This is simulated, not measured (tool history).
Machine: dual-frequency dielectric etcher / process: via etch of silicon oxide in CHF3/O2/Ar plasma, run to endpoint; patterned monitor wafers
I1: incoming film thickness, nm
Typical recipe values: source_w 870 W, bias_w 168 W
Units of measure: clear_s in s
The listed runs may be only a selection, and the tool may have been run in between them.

Run 1, hour 0: usual settings; I1 450.1. Result: clear_s 189 s.
Run 2, hour 26.4: usual settings; I1 453.7. Result: clear_s 192.9 s.
Run 3, hour 110.7: usual settings but source_w 950 W, bias_w 147 W; I1 450.9. Result: clear_s 191.7 s.
Run 4, hour 195.2: usual settings but source_w 950 W, bias_w 147 W; I1 445.1. Result: clear_s 190.4 s.
At hour 223.4: wet clean of the chamber.
Run 5, hour 258.6: usual settings but source_w 950 W, bias_w 147 W; I1 449.8. Result: clear_s 194.6 s.
Run 6, hour 285.3: usual settings; I1 452.7. Result: clear_s 195 s.
Run 7, hour 341.1: usual settings; I1 449.4. Result: clear_s 189.9 s.
Run 8, hour 378.8: usual settings; I1 449.8. Result: clear_s 189.4 s.
Run 9, hour 437.8: usual settings; I1 446.2. Result: clear_s 185.8 s.
Run 10, hour 470.5: usual settings; I1 450.5. Result: clear_s 188.1 s.
Run 11, hour 508.1: usual settings but bias_w 194 W; I1 445.5. Result: clear_s 170.4 s.
Run 12, hour 585.2: usual settings but bias_w 194 W; I1 447.9. Result: clear_s 171.8 s.
Run 13, hour 636.2: usual settings; I1 451.9. Result: clear_s 185.7 s.
At hour 666.8: wet clean of the chamber.
Run 14, hour 847: usual settings; I1 454.1. Result: clear_s 203.9 s.
Run 15, hour 908.6: usual settings but source_w 930 W; I1 449.3. Result: clear_s 190.9 s.
At hour 937.6: bias power generator calibrated.
At hour 945: wet clean of the chamber, repeated, since the last time left the tool worse.
Run 16, hour 960.8: usual settings but bias_w 145 W; I1 443.8. Result: clear_s 203.5 s.
Run 17, hour 1003.3: usual settings but bias_w 145 W; I1 447.3. Result: clear_s 206 s.
At hour 1061.8: upper electrode replaced.
Run 18, hour 1062.3: usual settings; I1 444.4. Result: clear_s 188.4 s.
Run 19, hour 1065.1: usual settings; I1 449.6. Result: clear_s 189.4 s.
Run 20, hour 1125.8: usual settings but bias_w 131 W; I1 453.4. Result: clear_s 216.7 s.
Run 21, hour 1173.9: usual settings but bias_w 182 W; I1 452.3. Result: clear_s 180.9 s.
Run 22, hour 1236: usual settings but source_w 1030 W, bias_w 207 W; I1 446.1. Result: clear_s 151 s.
At hour 1264.6: source power generator calibrated.
Run 23, hour 1268.3: usual settings but source_w 930 W, bias_w 137 W; I1 453.9. Result: clear_s 202.6 s.
Run 24, hour 1314.8: usual settings but source_w 970 W, bias_w 150 W; I1 450.6. Result: clear_s 185.7 s.
At hour 1360.5: wet clean of the chamber.
Run 25, hour 1368.8: usual settings; I1 449.6. Result: clear_s 190.9 s.
Run 26, hour 1433.7: usual settings but bias_w 190 W; I1 449.2. Result: clear_s 176.9 s.
Run 27, hour 1475.9: usual settings but source_w 1070 W, bias_w 148 W; I1 451.5. Result: clear_s 179.5 s.
Run 28, hour 1537.6: usual settings but source_w 750 W, bias_w 131 W; I1 455.3. Result: clear_s 239 s.
Run 29, hour 1599.4: usual settings; I1 451.1. Result: clear_s 188.5 s.
Run 30, hour 1660.3: usual settings; I1 450.1. Result: clear_s 186.4 s.
Run 31, hour 1710.5: usual settings but source_w 1040 W, bias_w 138 W; I1 447. Result: clear_s 185.2 s.
At hour 1740: wet clean of the chamber.
Run 32, hour 1767.7: usual settings but bias_w 197 W; I1 452.9. Result: clear_s 176.4 s.

State the hidden condition of the tool at each of the runs:
source power that arrives over what is set, %: 0 in every run
bias power that arrives over what is set, %: 0 in every run
H1: etch rate over this chamber's usual, %
run     H1
  1  0.567
  2  0.797
  3   1.53
  4   2.27
  5  0.132
  6  0.365
  7  0.853
  8   1.18
  9    1.7
 10   1.98
 11   2.31
 12   2.98
 13   3.43
 14  -5.38
 15  -4.84
 16  0.178
 17   0.55
 18   1.06
 19   1.09
 20   1.62
 21   2.04
 22   2.58
 23   2.86
 24   3.27
 25  0.485
 26   1.05
 27   1.42
 28   1.96
 29    2.5
 30   3.03
 31   3.47
 32  -0.21
